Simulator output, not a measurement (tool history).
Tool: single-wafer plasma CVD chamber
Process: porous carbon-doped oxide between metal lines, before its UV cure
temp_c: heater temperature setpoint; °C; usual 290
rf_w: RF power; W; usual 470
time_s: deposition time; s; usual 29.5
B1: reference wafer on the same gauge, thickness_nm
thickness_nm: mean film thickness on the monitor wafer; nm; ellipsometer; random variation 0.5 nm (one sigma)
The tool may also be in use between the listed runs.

Run 1, hour 0.0: usual settings but time_s 25.8 s; B1 137.983. Result: thickness_nm 141.093 nm.
Run 2, hour 42.5: usual settings but time_s 27.2 s; B1 137.958. Result: thickness_nm 148.529 nm.
Run 3, hour 84.0: usual settings but time_s 27.2 s; B1 137.859. Result: thickness_nm 148.954 nm.
Run 4, hour 109.6: usual settings but time_s 26.7 s; B1 137.956. Result: thickness_nm 146.630 nm.
Run 5, hour 139.5: usual settings but time_s 26.7 s; B1 138.086. Result: thickness_nm 145.775 nm.
Run 6, hour 185.5: usual settings; B1 138.048. Result: thickness_nm 160.319 nm.
Run 7, hour 212.1: usual settings; B1 137.887. Result: thickness_nm 159.951 nm.
Run 8, hour 245.9: usual settings; B1 138.009. Result: thickness_nm 160.587 nm.
Run 9, hour 279.4: usual settings but rf_w 510 W; B1 138.155. Result: thickness_nm 173.247 nm.
At hour 293.3: thermocouple changed; heater temperature recalibrated.
Run 10, hour 303.5: usual settings but temp_c 304 °C; B1 138.085. Result: thickness_nm 140.591 nm.
Run 11, hour 345.8: usual settings; B1 138.053. Result: thickness_nm 154.825 nm.
Run 12, hour 374.6: usual settings but temp_c 297 °C, time_s 35.4 s; B1 137.930. Result: thickness_nm 175.054 nm.
At hour 382.7: gauge calibrated.
At hour 388.5: RF generator calibrated.
At hour 447.9: showerhead replaced.
Run 13, hour 448.4: usual settings but temp_c 279 °C, rf_w 530 W, time_s 24.3 s; B1 138.083. Result: thickness_nm 163.969 nm.
Run 14, hour 478.0: usual settings but temp_c 275 °C, rf_w 415 W, time_s 27.1 s; B1 137.945. Result: thickness_nm 149.913 nm.
Run 15, hour 528.0: usual settings but temp_c 303 °C, rf_w 530 W, time_s 26.2 s; B1 137.903. Result: thickness_nm 149.150 nm.
Run 16, hour 589.3: usual settings; B1 137.971. Result: thickness_nm 164.774 nm.

Measured less the same run without the tool's hidden state. The same run-to-run variation is in both; the gauge's scatter may not be:
The hidden state here: wafer temperature above the value expected at the setpoint (K); delivered RF power above the setpoint (%); gauge reads high (%).
run  thickness_nm
  1        -4.995
  2        -5.398
  3        -5.551
  4        -5.549
  5        -5.613
  6        -6.339
  7        -6.421
  8        -6.570
  9        -5.759
 10       -11.723
 11       -13.018
 12       -14.891
 13        -1.702
 14        -2.061
 15        -1.878
 16        -2.139
